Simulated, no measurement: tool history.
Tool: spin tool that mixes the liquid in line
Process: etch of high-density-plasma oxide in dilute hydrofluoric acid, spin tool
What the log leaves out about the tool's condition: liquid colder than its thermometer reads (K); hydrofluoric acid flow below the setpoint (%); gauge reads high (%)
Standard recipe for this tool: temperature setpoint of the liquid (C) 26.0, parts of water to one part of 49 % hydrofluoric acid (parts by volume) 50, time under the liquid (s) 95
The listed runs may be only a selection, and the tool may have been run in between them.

run    hour  temperature setpoint of the liquid (C)  parts of water to one part of 49 % hydrofluoric acid (parts by volume)  time under the liquid (s)  wafers since the last listed run  hours since the thermometer was replaced  hours since the hydrofluoric acid flow meter was replaced  hours since the gauge calibration  read-back film thickness of the high-density-plasma oxide reference wafer, read on the same gauge (nm)  thickness taken off the high-density-plasma oxide on a monitor wafer (Å)
  1     0.0                                    26.0                                                                      50                         95                                 0                                    2466.9                                                     1144.2                             2170.6                                                                                                   89.97                                                                     154.6
  2    41.3                                    26.0                                                                      50                         95                               433                                    2508.2                                                     1185.5                             2211.9                                                                                                   90.03                                                                     156.3
  3    75.0                                    26.0                                                                      50                         95                               353                                    2541.9                                                     1219.2                             2245.6                                                                                                   89.95                                                                     152.8
      110.6  -- gauge calibrated
  4   136.4                                    26.0                                                                      50                         95                               644                                    2603.3                                                     1280.6                               25.8                                                                                                   89.97                                                                     153.0
  5   199.7                                    26.0                                                                      50                         95                               664                                    2666.6                                                     1343.9                               89.1                                                                                                   90.02                                                                     151.3
      215.6  -- hydrofluoric acid flow meter replaced
      222.6  -- thermometer replaced
  6   249.9                                    26.0                                                                      50                         95                               506                                      27.3                                                       34.3                              139.3                                                                                                   90.00                                                                     186.7
  7   298.6                                    26.0                                                                      50                         95                               511                                      76.0                                                       83.0                              188.0                                                                                                   89.97                                                                     191.2
  8   456.9                                    22.5                                                                      30                        140                              1662                                     234.3                                                      241.3                              346.3                                                                                                   90.01                                                                     405.3
  9   501.4                                    21.5                                                                      50                         55                               467                                     278.8                                                      285.8                              390.8                                                                                                   90.00                                                                      88.7
 10   598.9                                    30.0                                                                      30                         95                              1023                                     376.3                                                      383.3                              488.3                                                                                                   89.99                                                                     367.9
 11   666.6                                    24.0                                                                      30                         95                               710                                     444.0                                                      451.0                              556.0                                                                                                   89.99                                                                     282.6
 12   861.6                                    28.5                                                                      35                         50                              2047                                     639.0                                                      646.0                              751.0                                                                                                   90.00                                                                     150.5
 13   898.0                                    23.0                                                                      35                        115                               382                                     675.4                                                      682.4                              787.4                                                                                                   90.01                                                                     269.5
 14   932.1                                    28.5                                                                      55                         60                               358                                     709.5                                                      716.5                              821.5                                                                                                   89.99                                                                     111.0
 15   993.9                                    30.0                                                                      60                         75                               649                                     771.3                                                      778.3                              883.3                                                                                                   90.01                                                                     130.4
 16  1018.2                                    26.0                                                                      50                         95                               255                                     795.6                                                      802.6                              907.6                                                                                                   89.99                                                                     173.4
 17  1068.6                                    26.0                                                                      70                         75                               529                                     846.0                                                      853.0                              958.0                                                                                                   90.03                                                                      92.4
 18  1119.0                                    30.5                                                                      60                        120                               529                                     896.4                                                      903.4                             1008.4                                                                                                   90.03                                                                     209.1
 19  1187.5                                    28.0                                                                      40                         95                               719                                     964.9                                                      971.9                             1076.9                                                                                                   90.06                                                                     230.7
 20  1242.2                                    29.5                                                                      65                         60                               574                                    1019.6                                                     1026.6                             1131.6                                                                                                   89.95                                                                      91.8
 21  1277.5                                    24.0                                                                      35                        115                               370                                    1054.9                                                     1061.9                             1166.9                                                                                                   89.97                                                                     271.5
 22  1327.9                                    26.0                                                                      50                         95                               529                                    1105.3                                                     1112.3                             1217.3                                                                                                   90.03                                                                     164.4
 23  1435.5                                    26.0                                                                      50                         95                              1130                                    1212.9                                                     1219.9                             1324.9                                                                                                   89.96                                                                     159.9
 24  1467.1                                    26.0                                                                      50                         95                               331                                    1244.5                                                     1251.5                             1356.5                                                                                                   90.06                                                                     162.5
 25  1494.1                                    28.5                                                                      50                         95                               283                                    1271.5                                                     1278.5                             1383.5                                                                                                   90.00                                                                     179.0
 26  1537.1                                    26.0                                                                      50                         60                               451                                    1314.5                                                     1321.5                             1426.5                                                                                                   89.96                                                                      99.3
     1571.1  -- hydrofluoric acid flow meter replaced
 27  1639.6                                    21.0                                                                      40                         55                              1065                                    1417.0                                                       68.5                             1529.0                                                                                                   90.01                                                                     105.9
 28  1667.2                                    26.0                                                                      50                         95                               289                                    1444.6                                                       96.1                             1556.6                                                                                                   89.98                                                                     181.1
 29  1711.0                                    23.5                                                                      30                        145                               459                                    1488.4                                                      139.9                             1600.4                                                                                                   90.00                                                                     423.2
 30  1762.4                                    24.0                                                                      65                        120                               539                                    1539.8                                                      191.3                             1651.8                                                                                                   89.99                                                                     154.0
 31  1794.4                                    26.0                                                                      50                         95                               336                                    1571.8                                                      223.3                             1683.8                                                                                                   89.97                                                                     175.8
 32  1864.9                                    26.0                                                                      50                         95                               740                                    1642.3                                                      293.8                             1754.3                                                                                                   89.98                                                                     176.3

Exercise: give the hidden state of the tool at every run:
gauge reads high (%): 0 on each run
H1: liquid colder than its thermometer reads (K)
H2: hydrofluoric acid flow below the setpoint (%)
run      H1     H2
  1    2.93      9
  2    2.97   9.31
  3    3.01   9.57
  4    3.07     10
  5    3.14   10.5
  6  0.0692   1.13
  7    0.12    1.5
  8   0.286    2.7
  9   0.332   3.04
 10   0.434   3.78
 11   0.505    4.3
 12   0.709   5.78
 13   0.747   6.06
 14   0.783   6.31
 15   0.848   6.78
 16   0.873   6.97
 17   0.926   7.35
 18   0.979   7.73
 19    1.05   8.26
 20    1.11   8.67
 21    1.14   8.94
 22     1.2   9.32
 23    1.31   10.1
 24    1.34   10.4
 25    1.37   10.6
 26    1.42   10.9
 27    1.52  0.769
 28    1.55  0.979
 29     1.6   1.31
 30    1.65    1.7
 31    1.69   1.95
 32    1.76   2.48
